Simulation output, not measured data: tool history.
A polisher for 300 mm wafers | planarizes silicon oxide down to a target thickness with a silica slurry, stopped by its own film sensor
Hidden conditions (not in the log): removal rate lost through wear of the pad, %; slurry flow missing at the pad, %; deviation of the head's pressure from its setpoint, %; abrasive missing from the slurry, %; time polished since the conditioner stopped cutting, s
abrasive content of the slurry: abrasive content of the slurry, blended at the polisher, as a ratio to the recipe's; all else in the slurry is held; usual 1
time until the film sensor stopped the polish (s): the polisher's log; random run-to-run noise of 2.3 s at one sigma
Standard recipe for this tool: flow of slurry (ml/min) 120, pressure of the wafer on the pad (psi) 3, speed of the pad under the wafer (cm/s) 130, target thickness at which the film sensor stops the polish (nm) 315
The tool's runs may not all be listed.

run   hour  flow of slurry (ml/min)  pressure of the wafer on the pad (psi)  speed of the pad under the wafer (cm/s)  abrasive content of the slurry  target thickness at which the film sensor stops the polish (nm)  wafers since the last listed run  wafers polished on this pad  hours since the slurry nozzle was cleaned  hours since the head pressure was calibrated  hours since the slurry blender was calibrated  hours since the conditioning disc was replaced  incoming thickness of the incoming film, nm  time until the film sensor stopped the polish (s)
  1      0                      120                                       3                                      130                               1                                                              315                                 0                         1879                                        129                                         244.8                                          119.8                                            63.5                                        651.7                                              133.9
      31.9  -- worn pad replaced by a new one
  2   61.7                      120                                     3.7                                      130                               1                                                              315                               426                          220                                      190.7                                         306.5                                          181.5                                           125.2                                        638.2                                              113.5
  3  126.2                      120                                     3.7                                      130                               1                                                              315                               477                          698                                      255.2                                           371                                            246                                           189.7                                        644.6                                              121.4
  4  192.6                      120                                       3                                      130                               1                                                              357                               491                         1189                                      321.6                                         437.4                                          312.4                                           256.1                                        638.7                                              123.8
     241.5  -- slurry blender recalibrated
     241.8  -- conditioning disc replaced and pad reconditioned
  5    264                      100                                       3                                      130                               1                                                              315                               511                         1700                                        393                                         508.8                                           22.5                                            22.2                                        643.4                                              156.9
  6  329.1                      100                                       3                                      130                               1                                                              315                               481                         2182                                      458.1                                         573.9                                           87.6                                            87.3                                        649.9                                              160.3
     356.7  -- worn pad replaced by a new one, repeated, since the last time left the tool worse
  7  358.8                      120                                       3                                      130                               1                                                              315                               190                           15                                      487.8                                         603.6                                          117.3                                             117                                        655.4                                              129.1
  8  419.2                      120                                       3                                      130                               1                                                              315                               446                          462                                      548.2                                           664                                          177.7                                           177.4                                        655.7                                              129.7
  9  478.1                      120                                       3                                      130                               1                                                              315                               435                          898                                      607.1                                         722.9                                          236.6                                           236.3                                        654.1                                              133.4
 10  542.6                      120                                     3.9                                      130                               1                                                              315                               477                         1375                                      671.6                                         787.4                                          301.1                                           300.8                                        654.2                                              104.1
     584.9  -- slurry blender recalibrated
 11  585.4                      120                                       3                                      130                               1                                                              315                               301                         1677                                      714.4                                         830.2                                            0.5                                           343.6                                          650                                              136.6
     590.6  -- conditioning disc replaced and pad reconditioned
 12  623.5                      150                                       3                                      100                            0.75                                                              348                               267                         1944                                      752.5                                         868.3                                           38.6                                            32.9                                          651                                              153.9

The next listed run, before its measurement:
     647.2  -- slurry nozzle cleaned
     675.4  -- worn pad replaced by a new one
 13  692.4                      120                                       3                                      130                               1                                                              315                               472                          125                                       45.2                                         937.2                                          107.5                                           101.8                                          643                                                  ?

For run 13 the tool returned time until the film sensor stopped the polish (s) 124.2.
With no hidden state in the tool, this same run would have given time until the film sensor stopped the polish (s) 123.8.
